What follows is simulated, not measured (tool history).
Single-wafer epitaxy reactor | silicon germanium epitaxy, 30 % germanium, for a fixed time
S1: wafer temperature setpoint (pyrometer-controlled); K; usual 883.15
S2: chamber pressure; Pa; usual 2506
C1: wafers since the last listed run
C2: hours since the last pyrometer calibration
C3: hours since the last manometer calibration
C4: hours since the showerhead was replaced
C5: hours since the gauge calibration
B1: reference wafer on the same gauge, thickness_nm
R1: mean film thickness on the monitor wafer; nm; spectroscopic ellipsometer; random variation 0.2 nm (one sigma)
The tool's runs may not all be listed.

run	hour	S1	S2	C1	C2	C3	C4	C5	B1	R1
1	0	888.15	2186	0	1068.8	2072	4923.3	923.9	77.259	74.574
2	34.9	883.15	2506	524	1103.7	2106.9	4958.2	958.8	77.279	73.783
3	57.8	883.15	2506	344	1126.6	2129.8	4981.1	981.7	77.324	73.262
4	76.2	883.15	2506	276	1145	2148.2	4999.5	1000.1	77.315	74.089
5	95.7	883.15	2506	292	1164.5	2167.7	5019	1019.6	77.264	73.461
6	125.6	883.15	2506	449	1194.4	2197.6	5048.9	1049.5	77.295	73.695
7	157.9	883.15	2506	485	1226.7	2229.9	5081.2	1081.8	77.279	73.645
8	177.4	883.15	2506	292	1246.2	2249.4	5100.7	1101.3	77.284	73.434
# hour 190: pyrometer calibrated
9	199.4	883.15	2506	210	9.4	2271.4	5122.7	1123.3	77.327	73.721
# hour 222.4: showerhead replaced
10	234.2	883.15	2733	402	44.2	2306.2	11.8	1158.1	77.294	76.58
# hour 245.9: gauge calibrated
11	249.6	883.15	2506	231	59.6	2321.6	27.2	3.7	77.352	73.381
12	269.7	883.15	2506	301	79.7	2341.7	47.3	23.8	77.307	73.699
13	296.3	883.15	2506	399	106.3	2368.3	73.9	50.4	77.34	73.525
14	316.5	883.15	2506	303	126.5	2388.5	94.1	70.6	77.306	73.398
15	351.5	883.15	2506	525	161.5	2423.5	129.1	105.6	77.268	73.426
16	371.7	877.15	2506	303	181.7	2443.7	149.3	125.8	77.273	66.786
17	389.5	883.15	2173	267	199.5	2461.5	167.1	143.6	77.333	68.558
18	423.6	877.15	2920	512	233.6	2495.6	201.2	177.7	77.291	71.769
19	450.4	888.15	2960	402	260.4	2522.4	228	204.5	77.275	86.034
20	463	878.15	3013	189	273	2535	240.6	217.1	77.261	74.127
21	486.2	883.15	2800	348	296.2	2558.2	263.8	240.3	77.295	77.413
# hour 524.7: capacitance manometer re-zeroed and calibrated
22	525.2	883.15	2506	465	335.2	0.5	302.8	279.3	77.3	73.39
23	551.2	891.15	3133	390	361.2	26.5	328.8	305.3	77.307	92.714
24	584.1	888.15	3133	494	394.1	59.4	361.7	338.2	77.306	88.27
25	597.2	883.15	2333	196	407.2	72.5	374.8	351.3	77.263	70.968
26	619.9	883.15	2506	341	429.9	95.2	397.5	374	77.344	73.894
27	640.6	896.15	2880	311	450.6	115.9	418.2	394.7	77.295	95.783
28	664.1	877.15	1893	353	474.1	139.4	441.7	418.2	77.295	58.236
29	677.6	892.15	3040	202	487.6	152.9	455.2	431.7	77.328	92.894
30	711.5	883.15	2506	509	521.5	186.8	489.1	465.6	77.277	73.64
31	728.9	895.15	1960	261	538.9	204.2	506.5	483	77.315	78.583
32	763.5	893.15	2293	519	573.5	238.8	541.1	517.6	77.281	82.36
33	787.5	877.15	2026	360	597.5	262.8	565.1	541.6	77.325	60.156
34	809.3	897.15	3106	327	619.3	284.6	586.9	563.4	77.299	101.201

5 ways to go on from here, each from the tool as it stands after run 34. What would each give?
A	809.7	883.15	2506	6	619.7	285	587.3	563.8	?	?
B	809.7	887.15	3093	6	619.7	285	587.3	563.8	?	?
C	809.7	869.15	2506	6	619.7	285	587.3	563.8	?	?
D	809.7	895.15	2200	6	619.7	285	587.3	563.8	?	?
E	809.7	883.15	2266	6	619.7	285	587.3	563.8	?	?

run	B1	R1
A	77.313	73.475
B	77.313	86.394
C	77.313	58.784
D	77.313	83.053
E	77.313	69.959
Without the tool's hidden state the same runs would have given:
run	R1
A	73.475
B	86.394
C	58.784
D	83.053
E	69.959
